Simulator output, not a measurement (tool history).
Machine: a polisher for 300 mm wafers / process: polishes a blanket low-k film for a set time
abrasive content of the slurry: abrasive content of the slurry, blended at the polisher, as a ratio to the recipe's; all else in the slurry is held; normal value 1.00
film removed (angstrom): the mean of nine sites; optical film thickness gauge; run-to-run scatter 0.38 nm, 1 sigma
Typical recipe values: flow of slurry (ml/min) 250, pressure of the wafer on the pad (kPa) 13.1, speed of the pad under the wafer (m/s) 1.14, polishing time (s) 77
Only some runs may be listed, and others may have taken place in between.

run,hour,flow of slurry (ml/min),pressure of the wafer on the pad (kPa),speed of the pad under the wafer (m/s),abrasive content of the slurry,polishing time (s),"incoming thickness of the incoming film, nm",film removed (angstrom)
1,0.0,250,13.1,1.14,1.00,92,500.7,463
# hour 36.6: worn pad replaced by a new one
2,38.8,250,13.1,1.14,1.00,92,493.3,478
3,76.2,250,13.1,1.14,1.00,92,479.2,484
# hour 143.0: slurry blender recalibrated
4,177.7,250,13.1,1.14,1.00,77,492.4,400
# hour 180.7: conditioning disc replaced and pad reconditioned
5,235.0,250,13.1,1.14,1.00,77,487.7,388
# hour 316.1: worn pad replaced by a new one
6,326.1,250,13.1,1.14,1.00,77,486.0,398
7,392.8,250,13.1,1.14,1.00,77,484.4,404
# hour 435.2: slurry nozzle cleaned
# hour 453.4: conditioning disc replaced and pad reconditioned
8,475.5,250,13.1,1.14,1.00,77,488.9,391
# hour 483.8: slurry blender recalibrated
# hour 545.1: head pressure recalibrated
9,547.5,250,13.1,1.14,1.00,77,478.7,385
# hour 554.8: worn pad replaced by a new one
10,609.3,250,15.2,1.14,1.10,77,498.0,492
11,651.9,290,13.1,1.14,1.00,77,490.0,405
12,690.4,250,15.2,1.14,0.80,77,487.4,361
# hour 722.9: conditioning disc replaced and pad reconditioned
13,771.1,250,13.1,1.50,1.00,77,492.4,472
# hour 782.3: slurry blender recalibrated
# hour 782.4: worn pad replaced by a new one
14,868.6,250,13.1,0.82,1.00,50,496.6,203
15,972.2,310,13.1,0.94,1.00,77,492.7,340
# hour 991.4: conditioning disc replaced and pad reconditioned
# hour 1002.6: worn pad replaced by a new one
16,1054.1,250,13.1,1.14,1.00,77,497.6,403
17,1092.7,250,13.1,1.14,0.85,77,493.1,357
# hour 1105.3: slurry blender recalibrated
# hour 1132.6: slurry nozzle cleaned
18,1142.8,195,13.1,1.14,1.15,77,487.0,431
19,1223.2,250,13.1,1.14,1.00,77,490.6,392

5 options for the next run, each taken on its own from the tool as it stands now. Forecast them:
A,1223.6,250,13.1,1.14,1.00,77,496.8,?
B,1223.6,280,13.1,1.14,1.00,89,496.8,?
C,1223.6,185,13.1,1.14,1.00,57,496.8,?
D,1223.6,250,13.1,1.26,0.90,77,496.8,?
E,1223.6,190,16.5,1.02,1.00,53,496.8,?

run,film removed (angstrom)
A,378
B,441
C,272
D,375
E,282
With the hidden condition removed and each run's random variation left untouched, the same runs would have given:
run,film removed (angstrom)
A,400
B,467
C,288
D,397
E,299
